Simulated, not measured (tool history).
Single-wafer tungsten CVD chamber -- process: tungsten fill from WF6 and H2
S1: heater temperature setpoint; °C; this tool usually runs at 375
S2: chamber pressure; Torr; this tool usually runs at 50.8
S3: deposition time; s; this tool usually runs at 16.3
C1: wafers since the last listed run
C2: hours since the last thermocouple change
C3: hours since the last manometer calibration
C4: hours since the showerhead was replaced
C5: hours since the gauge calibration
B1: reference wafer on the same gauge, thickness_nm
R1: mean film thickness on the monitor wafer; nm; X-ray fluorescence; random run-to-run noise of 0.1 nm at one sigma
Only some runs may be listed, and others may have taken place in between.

| run | hour | S1 | S2 | S3 | C1 | C2 | C3 | C4 | C5 | B1 | R1 |
|---|---|---|---|---|---|---|---|---|---|---|---|
| 1 | 0.0 | 385 | 50.8 | 16.3 | 0 | 756.1 | 469.8 | 4143.9 | 123.5 | 42.266 | 44.041 |
| 2 | 56.8 | 375 | 58.5 | 16.3 | 1593 | 812.9 | 526.6 | 4200.7 | 180.3 | 42.337 | 38.658 |
| 3 | 148.2 | 375 | 50.8 | 16.3 | 2563 | 904.3 | 618.0 | 4292.1 | 271.7 | 42.277 | 36.890 |
| 4 | 227.4 | 375 | 50.8 | 16.3 | 2221 | 983.5 | 697.2 | 4371.3 | 350.9 | 42.293 | 36.889 |
| 5 | 282.0 | 375 | 50.8 | 16.3 | 1531 | 1038.1 | 751.8 | 4425.9 | 405.5 | 42.329 | 36.513 |
| 6 | 353.3 | 375 | 50.8 | 16.3 | 1999 | 1109.4 | 823.1 | 4497.2 | 476.8 | 42.288 | 36.579 |
| 7 | 404.7 | 375 | 50.8 | 16.3 | 1441 | 1160.8 | 874.5 | 4548.6 | 528.2 | 42.329 | 36.567 |
| 8 | 502.9 | 375 | 50.8 | 16.3 | 2754 | 1259.0 | 972.7 | 4646.8 | 626.4 | 42.358 | 36.313 |
| 9 | 609.4 | 375 | 50.8 | 16.3 | 2987 | 1365.5 | 1079.2 | 4753.3 | 732.9 | 42.293 | 36.248 |
|  | 625.5 | showerhead replaced |
| 10 | 688.4 | 366 | 61.2 | 16.3 | 1991 | 1444.5 | 1158.2 | 62.9 | 811.9 | 42.286 | 32.685 |
|  | 702.1 | gauge calibrated |
| 11 | 785.8 | 388 | 50.8 | 17.6 | 2731 | 1541.9 | 1255.6 | 160.3 | 83.7 | 42.215 | 49.011 |
| 12 | 885.7 | 388 | 54.9 | 15.1 | 2801 | 1641.8 | 1355.5 | 260.2 | 183.6 | 42.319 | 42.802 |
|  | 915.6 | capacitance manometer re-zeroed and calibrated |
| 13 | 929.3 | 375 | 46.4 | 16.3 | 998 | 1685.4 | 13.7 | 303.8 | 227.2 | 42.334 | 34.571 |
|  | 1005.6 | thermocouple changed; heater temperature recalibrated |
| 14 | 1030.0 | 375 | 50.8 | 16.3 | 2600 | 24.4 | 114.4 | 404.5 | 327.9 | 42.308 | 37.192 |
| 15 | 1114.2 | 380 | 39.3 | 15.3 | 2361 | 108.6 | 198.6 | 488.7 | 412.1 | 42.347 | 35.119 |
| 16 | 1167.6 | 375 | 50.8 | 16.3 | 1497 | 162.0 | 252.0 | 542.1 | 465.5 | 42.275 | 37.294 |
| 17 | 1272.5 | 361 | 43.6 | 17.6 | 2942 | 266.9 | 356.9 | 647.0 | 570.4 | 42.276 | 29.406 |
| 18 | 1329.7 | 375 | 50.8 | 16.3 | 1604 | 324.1 | 414.1 | 704.2 | 627.6 | 42.267 | 37.059 |
| 19 | 1422.2 | 375 | 42.7 | 18.2 | 2594 | 416.6 | 506.6 | 796.7 | 720.1 | 42.330 | 39.265 |

4 options for the next run, each taken on its own from the tool as it stands now. Forecast them:
| A | 1422.6 | 375 | 50.8 | 15.3 | 11 | 417.0 | 507.0 | 797.1 | 720.5 | ? | ? |
| B | 1422.6 | 388 | 55.8 | 17.7 | 11 | 417.0 | 507.0 | 797.1 | 720.5 | ? | ? |
| C | 1422.6 | 361 | 59.4 | 16.3 | 11 | 417.0 | 507.0 | 797.1 | 720.5 | ? | ? |
| D | 1422.6 | 375 | 50.8 | 17.8 | 11 | 417.0 | 507.0 | 797.1 | 720.5 | ? | ? |

| run | B1 | R1 |
|---|---|---|
| A | 42.385 | 34.729 |
| B | 42.385 | 52.284 |
| C | 42.385 | 29.994 |
| D | 42.385 | 40.431 |
The same runs, with their run-to-run variation unchanged, on a tool lacking any hidden condition would have given:
| run | R1 |
|---|---|
| A | 34.919 |
| B | 52.557 |
| C | 30.167 |
| D | 40.652 |
